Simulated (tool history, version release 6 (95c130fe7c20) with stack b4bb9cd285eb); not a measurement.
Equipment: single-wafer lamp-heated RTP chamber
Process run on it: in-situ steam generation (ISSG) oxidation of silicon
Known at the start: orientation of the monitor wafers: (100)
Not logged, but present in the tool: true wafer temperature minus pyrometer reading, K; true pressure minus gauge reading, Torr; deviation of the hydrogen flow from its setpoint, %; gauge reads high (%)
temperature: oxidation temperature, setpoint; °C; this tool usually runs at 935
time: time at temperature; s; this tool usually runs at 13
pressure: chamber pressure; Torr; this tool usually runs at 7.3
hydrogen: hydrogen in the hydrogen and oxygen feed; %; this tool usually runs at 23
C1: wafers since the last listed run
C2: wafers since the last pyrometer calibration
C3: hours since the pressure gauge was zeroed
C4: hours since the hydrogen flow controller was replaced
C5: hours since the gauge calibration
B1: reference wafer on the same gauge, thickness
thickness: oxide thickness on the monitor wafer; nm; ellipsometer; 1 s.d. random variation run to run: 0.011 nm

Run 1, hour 0.0: usual settings; C1 0; C2 1210; C3 2445.5; C4 6780.7; C5 923.4; B1 4.078. Result: thickness 4.026 nm.
At hour 89.2: gauge calibrated.
Run 2, hour 101.5: usual settings; C1 1330; C2 2540; C3 2547.0; C4 6882.2; C5 12.3; B1 4.079. Result: thickness 4.057 nm.
Run 3, hour 146.9: usual settings; C1 594; C2 3135; C3 2592.4; C4 6927.6; C5 57.7; B1 4.079. Result: thickness 4.059 nm.
At hour 274.0: pyrometer window cleaned and pyrometer calibrated.
Run 4, hour 344.7: usual settings; C1 2487; C2 925; C3 2790.2; C4 7125.4; C5 255.5; B1 4.075. Result: thickness 4.017 nm.
Run 5, hour 440.1: usual settings; C1 1250; C2 2176; C3 2885.6; C4 7220.8; C5 350.9; B1 4.083. Result: thickness 4.047 nm.
Run 6, hour 540.3: usual settings; C1 1313; C2 3489; C3 2985.8; C4 7321.0; C5 451.1; B1 4.080. Result: thickness 4.073 nm.
At hour 628.6: hydrogen flow controller replaced.
Run 7, hour 639.7: usual settings but hydrogen 30 %; C1 1197; C2 4686; C3 3085.2; C4 11.1; C5 550.5; B1 4.080. Result: thickness 4.425 nm.
Run 8, hour 744.3: usual settings but hydrogen 30 %; C1 1370; C2 6057; C3 3189.8; C4 115.7; C5 655.1; B1 4.079. Result: thickness 4.442 nm.
At hour 753.5: pyrometer window cleaned and pyrometer calibrated.
Run 9, hour 793.1: usual settings but pressure 6.9 Torr; C1 534; C2 518; C3 3238.6; C4 164.5; C5 703.9; B1 4.080. Result: thickness 3.991 nm.
Run 10, hour 836.3: usual settings; C1 566; C2 1084; C3 3281.8; C4 207.7; C5 747.1; B1 4.076. Result: thickness 4.020 nm.
Run 11, hour 926.2: usual settings but hydrogen 16 %; C1 1178; C2 2262; C3 3371.7; C4 297.6; C5 837.0; B1 4.082. Result: thickness 3.672 nm.
Run 12, hour 999.5: usual settings but temperature 927 °C, time 17 s, hydrogen 28 %; C1 960; C2 3223; C3 3445.0; C4 370.9; C5 910.3; B1 4.075. Result: thickness 4.618 nm.
At hour 1072.0: pressure gauge zeroed.
At hour 1072.6: gauge calibrated.
Run 13, hour 1078.3: usual settings but temperature 948 °C, time 15 s, pressure 8.7 Torr, hydrogen 14 %; C1 927; C2 4151; C3 6.3; C4 449.7; C5 5.7; B1 4.080. Result: thickness 3.960 nm.
Run 14, hour 1162.6: usual settings; C1 1104; C2 5255; C3 90.6; C4 534.0; C5 90.0; B1 4.084. Result: thickness 4.090 nm.
At hour 1224.8: pyrometer window cleaned and pyrometer calibrated.
Run 15, hour 1262.4: usual settings but time 17 s; C1 1202; C2 492; C3 190.4; C4 633.8; C5 189.8; B1 4.079. Result: thickness 4.419 nm.
Run 16, hour 1311.8: usual settings; C1 647; C2 1139; C3 239.8; C4 683.2; C5 239.2; B1 4.078. Result: thickness 4.029 nm.
Run 17, hour 1365.1: usual settings but time 8 s, pressure 6.9 Torr, hydrogen 32 %; C1 698; C2 1837; C3 293.1; C4 736.5; C5 292.5; B1 4.077. Result: thickness 3.784 nm.

Branching from run 17: 4 alternative next runs. What would each branch give?
Run A, hour 1365.5: usual settings but temperature 918 °C; C1 5; C2 1843; C3 293.5; C4 736.9; C5 292.9; B1 ?. Result: thickness ?.
Run B, hour 1365.5: usual settings but temperature 927 °C, hydrogen 15 %; C1 5; C2 1843; C3 293.5; C4 736.9; C5 292.9; B1 ?. Result: thickness ?.
Run C, hour 1365.5: usual settings but temperature 950 °C, time 9 s, pressure 6.9 Torr, hydrogen 17 %; C1 5; C2 1843; C3 293.5; C4 736.9; C5 292.9; B1 ?. Result: thickness ?.
Run D, hour 1365.5: usual settings but temperature 949 °C, time 9 s, pressure 6.9 Torr, hydrogen 29 %; C1 5; C2 1843; C3 293.5; C4 736.9; C5 292.9; B1 ?. Result: thickness ?.

run     B1  thickness
  A  4.079      3.900
  B  4.079      3.581
  C  4.079      3.376
  D  4.079      3.920
With the hidden condition removed and each run's random variation left untouched, the same runs would have given:
run  thickness
  A      3.854
  B      3.538
  C      3.336
  D      3.873
